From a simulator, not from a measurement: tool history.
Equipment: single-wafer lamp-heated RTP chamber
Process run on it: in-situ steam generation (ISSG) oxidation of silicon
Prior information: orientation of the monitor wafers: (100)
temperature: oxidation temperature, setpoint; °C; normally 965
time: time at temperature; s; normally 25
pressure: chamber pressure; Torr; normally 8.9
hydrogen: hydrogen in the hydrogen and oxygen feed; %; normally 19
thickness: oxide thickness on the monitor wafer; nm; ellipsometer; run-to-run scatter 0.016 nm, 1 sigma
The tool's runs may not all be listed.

run    hour  temperature  time  pressure  hydrogen  read-back reference wafer on the same gauge, thickness  thickness
  1       0          965    25       8.9        19                                                    4.74      5.065
  2    57.8          965    32       8.9        19                                                   4.738       5.71
  3    82.7          976    25       8.9        19                                                   4.738      5.329
  4     115          976    25       8.9        19                                                   4.738      5.375
  5   142.4          976    25       8.9        19                                                   4.739      5.405
        164  -- pyrometer window cleaned and pyrometer calibrated
  6   180.2          965    25       8.9        19                                                   4.736      4.992
  7   240.3          965    25       8.9        19                                                   4.742      5.059
  8   287.7          965    25       8.9        19                                                   4.736      5.071
  9   346.3          965    25       8.9        25                                                    4.74      5.447
 10   411.5          965    25       8.9        25                                                   4.739        5.5
      431.5  -- pyrometer window cleaned and pyrometer calibrated
 11   458.2          965    25       8.9        25                                                    4.74      5.389
 12     513          956    25       8.9        19                                                   4.736      4.935
      533.2  -- hydrogen flow controller replaced
 13   539.8          965    25       8.9        16                                                   4.739      4.901
 14   576.3          965    25       8.9        16                                                   4.744      4.964
 15   600.8          965    25       8.9        19                                                   4.741      5.143
 16     633          965    25       9.5        24                                                    4.74      5.403
 17   670.8          945    25       9.8        19                                                   4.743      4.787
      702.7  -- pyrometer window cleaned and pyrometer calibrated
 18   710.1          953    31       8.9        25                                                   4.739      5.616
      814.4  -- gauge calibrated
 19   856.4          965    25         8        22                                                   4.736      5.291
 20   908.3          980    29       8.9        23                                                   4.736      6.058
 21   943.9          981    25       8.9        11                                                   4.739      4.914
      997.1  -- pyrometer window cleaned and pyrometer calibrated
 22  1011.4          965    25       9.4        14                                                   4.741      4.692
     1036.6  -- pressure gauge zeroed
 23  1066.8          954    17       9.8        23                                                   4.746      4.259
 24  1094.4          965    25       8.9        19                                                   4.741      5.067
 25  1143.8          953    33        10        19                                                   4.744      5.478
 26  1185.1          965    25       7.8        19                                                   4.741      5.162
     1220.5  -- pyrometer window cleaned and pyrometer calibrated
 27    1221          965    25       8.9        11                                                   4.743      4.474
 28  1270.7          965    29       7.9        12                                                   4.742      4.935
 29  1310.6          965    25       8.9        19                                                    4.74      5.083

4 options for the next run, each taken on its own from the tool as it stands now. Forecast them:
  A  1311          965    25       8.9        13                                                       ?          ?
  B  1311          965    25       9.8        14                                                       ?          ?
  C  1311          949    25       8.9        19                                                       ?          ?
  D  1311          965    25       8.9        23                                                       ?          ?

run  read-back reference wafer on the same gauge, thickness  thickness
  A                                                   4.741      4.696
  B                                                   4.741      4.721
  C                                                   4.741      4.807
  D                                                   4.741      5.293
Without the tool's unlogged condition, the same runs would have read:
run  thickness
  A      4.623
  B      4.647
  C      4.738
  D       5.21
